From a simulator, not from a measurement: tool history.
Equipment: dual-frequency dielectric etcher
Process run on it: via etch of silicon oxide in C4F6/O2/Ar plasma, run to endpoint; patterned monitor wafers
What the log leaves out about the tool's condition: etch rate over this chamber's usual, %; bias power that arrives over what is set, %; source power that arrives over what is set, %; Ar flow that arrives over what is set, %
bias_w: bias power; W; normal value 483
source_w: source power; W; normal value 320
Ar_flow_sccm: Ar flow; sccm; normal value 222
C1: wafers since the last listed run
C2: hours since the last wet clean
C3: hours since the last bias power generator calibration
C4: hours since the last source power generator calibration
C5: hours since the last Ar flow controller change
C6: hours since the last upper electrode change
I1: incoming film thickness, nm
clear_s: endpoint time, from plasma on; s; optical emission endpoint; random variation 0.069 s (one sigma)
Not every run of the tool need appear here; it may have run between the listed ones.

Run 1, hour 0: usual settings; C1 0; C2 174; C3 1609.3; C4 3833.8; C5 3720.3; C6 2964.7; I1 77. Result: clear_s 19.8 s.
Run 2, hour 12.9: usual settings; C1 192; C2 186.9; C3 1622.2; C4 3846.7; C5 3733.2; C6 2977.6; I1 76.6. Result: clear_s 19.7 s.
Run 3, hour 79.9: usual settings but bias_w 402 W, Ar_flow_sccm 250 sccm; C1 998; C2 253.9; C3 1689.2; C4 3913.7; C5 3800.2; C6 3044.6; I1 76.6. Result: clear_s 21 s.
Run 4, hour 102: usual settings but bias_w 402 W, Ar_flow_sccm 250 sccm; C1 329; C2 276; C3 1711.3; C4 3935.8; C5 3822.3; C6 3066.7; I1 76.3. Result: clear_s 20.7 s.
Run 5, hour 141: usual settings; C1 581; C2 315; C3 1750.3; C4 3974.8; C5 3861.3; C6 3105.7; I1 76. Result: clear_s 19.5 s.
Run 6, hour 175.7: usual settings; C1 517; C2 349.7; C3 1785; C4 4009.5; C5 3896; C6 3140.4; I1 75.7. Result: clear_s 19.6 s.
Run 7, hour 194.8: usual settings; C1 284; C2 368.8; C3 1804.1; C4 4028.6; C5 3915.1; C6 3159.5; I1 76.2. Result: clear_s 19.5 s.
Run 8, hour 218.4: usual settings; C1 351; C2 392.4; C3 1827.7; C4 4052.2; C5 3938.7; C6 3183.1; I1 76.3. Result: clear_s 19.6 s.
Run 9, hour 245.3: usual settings; C1 401; C2 419.3; C3 1854.6; C4 4079.1; C5 3965.6; C6 3210; I1 76.6. Result: clear_s 19.8 s.
At hour 261.3: source power generator calibrated.
Run 10, hour 262.6: usual settings; C1 198; C2 436.6; C3 1871.9; C4 1.3; C5 3982.9; C6 3227.3; I1 75.3. Result: clear_s 19.5 s.
Run 11, hour 291.4: usual settings; C1 429; C2 465.4; C3 1900.7; C4 30.1; C5 4011.7; C6 3256.1; I1 76.5. Result: clear_s 19.7 s.
At hour 305.2: bias power generator calibrated.
At hour 307.6: Ar flow controller replaced.
Run 12, hour 308.1: usual settings but Ar_flow_sccm 195 sccm; C1 153; C2 482.1; C3 2.9; C4 46.8; C5 0.5; C6 3272.8; I1 76.8. Result: clear_s 19.6 s.
Run 13, hour 332: usual settings but bias_w 568 W; C1 356; C2 506; C3 26.8; C4 70.7; C5 24.4; C6 3296.7; I1 76.4. Result: clear_s 18.8 s.
Run 14, hour 355.5: usual settings but bias_w 391 W, source_w 400 W, Ar_flow_sccm 177 sccm; C1 350; C2 529.5; C3 50.3; C4 94.2; C5 47.9; C6 3320.2; I1 76.9. Result: clear_s 18.2 s.
Run 15, hour 373.8: usual settings but bias_w 533 W, source_w 350 W, Ar_flow_sccm 185 sccm; C1 272; C2 547.8; C3 68.6; C4 112.5; C5 66.2; C6 3338.5; I1 76.7. Result: clear_s 18.1 s.
At hour 422.7: wet clean of the chamber.
Run 16, hour 423.2: usual settings but Ar_flow_sccm 268 sccm; C1 378; C2 0.5; C3 118; C4 161.9; C5 115.6; C6 3387.9; I1 76.4. Result: clear_s 19.9 s.
Run 17, hour 432.3: usual settings but source_w 270 W; C1 135; C2 9.6; C3 127.1; C4 171; C5 124.7; C6 3397; I1 76.6. Result: clear_s 21.6 s.
Run 18, hour 453.7: usual settings but bias_w 576 W, source_w 300 W, Ar_flow_sccm 178 sccm; C1 319; C2 31; C3 148.5; C4 192.4; C5 146.1; C6 3418.4; I1 76. Result: clear_s 18.6 s.
At hour 483.1: upper electrode replaced.
Run 19, hour 483.6: usual settings but Ar_flow_sccm 244 sccm; C1 87; C2 60.9; C3 178.4; C4 222.3; C5 176; C6 0.5; I1 76.5. Result: clear_s 19.7 s.
Run 20, hour 524.3: usual settings; C1 606; C2 101.6; C3 219.1; C4 263; C5 216.7; C6 41.2; I1 76.4. Result: clear_s 19.5 s.
Run 21, hour 540.7: usual settings but Ar_flow_sccm 174 sccm; C1 244; C2 118; C3 235.5; C4 279.4; C5 233.1; C6 57.6; I1 76.3. Result: clear_s 19 s.
Run 22, hour 574.8: usual settings; C1 508; C2 152.1; C3 269.6; C4 313.5; C5 267.2; C6 91.7; I1 76.8. Result: clear_s 19.7 s.
Run 23, hour 598.9: usual settings but source_w 270 W; C1 359; C2 176.2; C3 293.7; C4 337.6; C5 291.3; C6 115.8; I1 77. Result: clear_s 22 s.
Run 24, hour 628.8: usual settings; C1 445; C2 206.1; C3 323.6; C4 367.5; C5 321.2; C6 145.7; I1 77. Result: clear_s 19.9 s.
Run 25, hour 646.8: usual settings; C1 268; C2 224.1; C3 341.6; C4 385.5; C5 339.2; C6 163.7; I1 76.1. Result: clear_s 19.5 s.

Below are 3 alternative next runs, each starting from the tool's condition after run 25. Predict each:
Run A, hour 647.2: usual settings; C1 5; C2 224.5; C3 342; C4 385.9; C5 339.6; C6 164.1; I1 77. Result: clear_s ?.
Run B, hour 647.2: usual settings but source_w 380 W, Ar_flow_sccm 271 sccm; C1 5; C2 224.5; C3 342; C4 385.9; C5 339.6; C6 164.1; I1 77. Result: clear_s ?.
Run C, hour 647.2: usual settings but bias_w 518 W, source_w 360 W, Ar_flow_sccm 258 sccm; C1 5; C2 224.5; C3 342; C4 385.9; C5 339.6; C6 164.1; I1 77. Result: clear_s ?.

run  clear_s
  A     19.8
  B     18.4
  C     18.4
Take away the tool's hidden state, keep each run's random variation, and the runs would have read:
run  clear_s
  A     19.6
  B     18.2
  C     18.3
